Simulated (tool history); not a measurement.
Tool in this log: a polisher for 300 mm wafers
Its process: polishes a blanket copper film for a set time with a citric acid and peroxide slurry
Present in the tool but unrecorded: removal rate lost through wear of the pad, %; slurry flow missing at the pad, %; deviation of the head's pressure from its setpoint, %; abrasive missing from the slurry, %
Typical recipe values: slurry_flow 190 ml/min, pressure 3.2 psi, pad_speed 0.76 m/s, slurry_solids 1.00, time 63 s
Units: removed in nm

run	day	slurry_flow	pressure	pad_speed	slurry_solids	time	wafers since the last listed run	wafers polished on this pad	hours since the slurry nozzle was cleaned	hours since the head pressure was calibrated	hours since the slurry blender was calibrated	incoming thickness of the incoming film, nm	removed
1	0.000	190	3.2	0.92	1.00	72	0	871	588.2	255.8	96.4	770.9	150.6
2	1.212	190	3.2	0.76	1.00	63	275	1147	617.3	284.9	125.5	757.9	105.6
# day 1.571: worn pad replaced by a new one
# day 1.783: slurry blender recalibrated
3	2.604	190	3.2	0.76	1.00	63	259	216	650.7	318.3	19.7	764.2	112.6
4	3.179	190	3.2	0.76	1.00	63	130	347	664.5	332.1	33.5	762.5	113.7
5	4.112	190	3.2	0.76	1.00	63	212	559	686.9	354.5	55.9	749.5	112.0
6	5.517	190	3.2	0.76	1.00	63	319	879	720.6	388.2	89.6	758.4	108.6
7	6.679	140	3.2	0.76	1.00	63	264	1143	748.5	416.1	117.5	764.6	100.7
# day 7.038: head pressure recalibrated
# day 7.196: slurry blender recalibrated
# day 7.221: worn pad replaced by a new one, of another model than before
8	7.500	140	3.2	0.76	1.00	63	143	63	768.2	11.1	7.3	764.5	110.9
9	8.675	190	3.2	0.86	1.00	63	267	330	796.4	39.3	35.5	748.9	123.4
10	9.775	190	3.2	1.00	1.00	76	250	580	822.8	65.7	61.9	763.7	165.2
# day 9.988: slurry nozzle cleaned
11	10.638	190	3.2	0.76	1.10	63	186	767	15.6	86.4	82.6	758.0	111.5
12	11.271	190	3.2	0.92	0.90	70	144	911	30.8	101.6	97.8	758.3	137.5
# day 11.908: slurry blender recalibrated
# day 12.429: worn pad replaced by a new one
13	12.450	190	3.2	0.92	1.00	72	211	5	59.1	129.9	13.0	751.5	147.6
14	13.125	190	3.2	0.92	1.00	72	153	158	75.3	146.1	29.2	750.0	148.8
15	14.412	190	3.2	0.98	1.00	55	292	451	106.2	177.0	60.1	770.1	115.7
16	15.471	220	3.2	0.76	1.00	63	240	692	131.6	202.4	85.5	770.7	112.9
17	16.517	190	3.2	0.76	1.25	63	237	930	156.7	227.5	110.6	743.6	114.0

4 ways to go on from here, each from the tool as it stands after run 17. What would each give?
A	16.533	190	3.2	0.96	1.00	63	3	934	157.1	227.9	111.0	764.9	?
B	16.533	190	4.1	0.92	1.15	53	3	934	157.1	227.9	111.0	764.9	?
C	16.533	155	3.2	0.76	1.00	63	3	934	157.1	227.9	111.0	764.9	?
D	16.533	190	2.4	0.76	0.75	63	3	934	157.1	227.9	111.0	764.9	?

run	removed
A	130.1
B	129.1
C	107.7
D	86.4
Without the tool's unlogged condition, the same runs would have read:
run	removed
A	135.7
B	134.7
C	112.4
D	90.1
